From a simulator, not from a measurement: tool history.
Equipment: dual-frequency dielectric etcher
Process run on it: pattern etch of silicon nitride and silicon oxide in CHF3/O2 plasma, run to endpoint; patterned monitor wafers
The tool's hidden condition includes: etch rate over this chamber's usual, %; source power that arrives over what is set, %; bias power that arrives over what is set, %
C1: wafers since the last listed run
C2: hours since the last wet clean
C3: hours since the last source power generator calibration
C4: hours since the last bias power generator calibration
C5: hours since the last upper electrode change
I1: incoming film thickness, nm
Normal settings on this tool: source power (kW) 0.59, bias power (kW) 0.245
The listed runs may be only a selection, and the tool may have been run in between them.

Run 1, day 0: usual settings; C1 0; C2 385; C3 3139.6; C4 2005; C5 2631; I1 176.5. Result: endpoint time (s) 99.8.
Run 2, day 0.354: usual settings; C1 80; C2 393.5; C3 3148.1; C4 2013.5; C5 2639.5; I1 172.5. Result: endpoint time (s) 97.7.
At day 0.708: bias power generator calibrated.
At day 1.721: wet clean of the chamber.
Run 3, day 1.742: usual settings; C1 50; C2 0.5; C3 3181.4; C4 24.8; C5 2672.8; I1 173.3. Result: endpoint time (s) 102.
Run 4, day 1.758: usual settings; C1 3; C2 0.9; C3 3181.8; C4 25.2; C5 2673.2; I1 174.9. Result: endpoint time (s) 102.3.
Run 5, day 2.175: usual settings; C1 95; C2 10.9; C3 3191.8; C4 35.2; C5 2683.2; I1 174.4. Result: endpoint time (s) 101.4.
Run 6, day 2.821: usual settings; C1 147; C2 26.4; C3 3207.3; C4 50.7; C5 2698.7; I1 173.6. Result: endpoint time (s) 100.1.
Run 7, day 4.642: usual settings; C1 416; C2 70.1; C3 3251; C4 94.4; C5 2742.4; I1 174.9. Result: endpoint time (s) 101.9.
At day 4.9: source power generator calibrated.
Run 8, day 5.367: usual settings; C1 127; C2 87.5; C3 11.2; C4 111.8; C5 2759.8; I1 175.6. Result: endpoint time (s) 100.7.
Run 9, day 5.721: usual settings; C1 80; C2 96; C3 19.7; C4 120.3; C5 2768.3; I1 174.8. Result: endpoint time (s) 101.2.
Run 10, day 6.138: usual settings but bias power (kW) 0.283; C1 95; C2 106; C3 29.7; C4 130.3; C5 2778.3; I1 175.3. Result: endpoint time (s) 98.2.
Run 11, day 6.725: usual settings; C1 134; C2 120.1; C3 43.8; C4 144.4; C5 2792.4; I1 175.8. Result: endpoint time (s) 102.9.
Run 12, day 7.367: usual settings; C1 146; C2 135.5; C3 59.2; C4 159.8; C5 2807.8; I1 174.7. Result: endpoint time (s) 100.
Run 13, day 8.029: usual settings but bias power (kW) 0.218; C1 151; C2 151.4; C3 75.1; C4 175.7; C5 2823.7; I1 172.6. Result: endpoint time (s) 100.3.
Run 14, day 8.525: usual settings but source power (kW) 0.64, bias power (kW) 0.289; C1 113; C2 163.3; C3 87; C4 187.6; C5 2835.6; I1 176.4. Result: endpoint time (s) 95.
Run 15, day 8.946: usual settings but source power (kW) 0.68, bias power (kW) 0.19; C1 96; C2 173.4; C3 97.1; C4 197.7; C5 2845.7; I1 173.6. Result: endpoint time (s) 99.3.
Run 16, day 9.296: usual settings but source power (kW) 0.49; C1 80; C2 181.8; C3 105.5; C4 206.1; C5 2854.1; I1 175. Result: endpoint time (s) 108.
At day 10.554: upper electrode replaced, of another model than before.
Run 17, day 10.575: usual settings; C1 63; C2 212.5; C3 136.2; C4 236.8; C5 0.5; I1 175.8. Result: endpoint time (s) 99.8.
Run 18, day 10.588: usual settings but source power (kW) 0.54, bias power (kW) 0.28; C1 2; C2 212.8; C3 136.5; C4 237.1; C5 0.8; I1 176.5. Result: endpoint time (s) 101.9.
Run 19, day 10.604: usual settings but bias power (kW) 0.213; C1 3; C2 213.2; C3 136.9; C4 237.5; C5 1.2; I1 174.8. Result: endpoint time (s) 101.9.
Run 20, day 10.621: usual settings; C1 3; C2 213.6; C3 137.3; C4 237.9; C5 1.6; I1 175.2. Result: endpoint time (s) 99.4.
Run 21, day 10.954: usual settings but source power (kW) 0.72, bias power (kW) 0.279; C1 76; C2 221.6; C3 145.3; C4 245.9; C5 9.6; I1 173.5. Result: endpoint time (s) 93.9.
Run 22, day 12.317: usual settings but source power (kW) 0.46, bias power (kW) 0.193; C1 311; C2 254.3; C3 178; C4 278.6; C5 42.3; I1 175.3. Result: endpoint time (s) 107.7.
Run 23, day 13.046: usual settings but source power (kW) 0.49, bias power (kW) 0.275; C1 166; C2 271.8; C3 195.5; C4 296.1; C5 59.8; I1 175.9. Result: endpoint time (s) 102.3.
Run 24, day 13.617: usual settings but source power (kW) 0.69, bias power (kW) 0.191; C1 130; C2 285.5; C3 209.2; C4 309.8; C5 73.5; I1 173.3. Result: endpoint time (s) 97.8.
Run 25, day 14.15: usual settings but bias power (kW) 0.204; C1 121; C2 298.3; C3 222; C4 322.6; C5 86.3; I1 174.9. Result: endpoint time (s) 102.
Run 26, day 14.558: usual settings but source power (kW) 0.68, bias power (kW) 0.188; C1 93; C2 308.1; C3 231.8; C4 332.4; C5 96.1; I1 174.7. Result: endpoint time (s) 99.3.
Run 27, day 15.246: usual settings but source power (kW) 0.72, bias power (kW) 0.219; C1 157; C2 324.6; C3 248.3; C4 348.9; C5 112.6; I1 175.7. Result: endpoint time (s) 96.5.
Run 28, day 15.6: usual settings but source power (kW) 0.73, bias power (kW) 0.305; C1 80; C2 333.1; C3 256.8; C4 357.4; C5 121.1; I1 174.7. Result: endpoint time (s) 91.
Run 29, day 16.25: usual settings; C1 148; C2 348.7; C3 272.4; C4 373; C5 136.7; I1 175.3. Result: endpoint time (s) 99.4.
At day 17.304: wet clean of the chamber.
Run 30, day 17.325: usual settings but bias power (kW) 0.217; C1 17; C2 0.5; C3 298.2; C4 398.8; C5 162.5; I1 175. Result: endpoint time (s) 103.2.
Run 31, day 17.342: usual settings but source power (kW) 0.64, bias power (kW) 0.211; C1 3; C2 0.9; C3 298.6; C4 399.2; C5 162.9; I1 172.6. Result: endpoint time (s) 100.6.
Run 32, day 17.429: usual settings; C1 20; C2 3; C3 300.7; C4 401.3; C5 165; I1 175.7. Result: endpoint time (s) 102.8.
Run 33, day 18.058: usual settings; C1 143; C2 18.1; C3 315.8; C4 416.4; C5 180.1; I1 175.9. Result: endpoint time (s) 102.1.
Run 34, day 19.525: usual settings but source power (kW) 0.73, bias power (kW) 0.2; C1 335; C2 53.3; C3 351; C4 451.6; C5 215.3; I1 175. Result: endpoint time (s) 98.2.
Run 35, day 20.075: usual settings but source power (kW) 0.46, bias power (kW) 0.295; C1 125; C2 66.5; C3 364.2; C4 464.8; C5 228.5; I1 173.5. Result: endpoint time (s) 101.9.

Below are 4 alternative next runs, each starting from the tool's condition after run 35. Predict each:
Run A, day 20.096: usual settings; C1 4; C2 67; C3 364.7; C4 465.3; C5 229; I1 176. Result: endpoint time (s) ?.
Run B, day 20.096: usual settings but source power (kW) 0.5, bias power (kW) 0.191; C1 4; C2 67; C3 364.7; C4 465.3; C5 229; I1 176. Result: endpoint time (s) ?.
Run C, day 20.096: usual settings but source power (kW) 0.47, bias power (kW) 0.216; C1 4; C2 67; C3 364.7; C4 465.3; C5 229; I1 176. Result: endpoint time (s) ?.
Run D, day 20.096: usual settings but source power (kW) 0.7, bias power (kW) 0.226; C1 4; C2 67; C3 364.7; C4 465.3; C5 229; I1 176. Result: endpoint time (s) ?.

run  endpoint time (s)
  A              101.6
  B              108.3
  C              108.1
  D               98.8
The same runs, with their run-to-run variation unchanged, on a tool lacking any hidden condition would have given:
run  endpoint time (s)
  A              102.3
  B                109
  C              108.9
  D               99.5

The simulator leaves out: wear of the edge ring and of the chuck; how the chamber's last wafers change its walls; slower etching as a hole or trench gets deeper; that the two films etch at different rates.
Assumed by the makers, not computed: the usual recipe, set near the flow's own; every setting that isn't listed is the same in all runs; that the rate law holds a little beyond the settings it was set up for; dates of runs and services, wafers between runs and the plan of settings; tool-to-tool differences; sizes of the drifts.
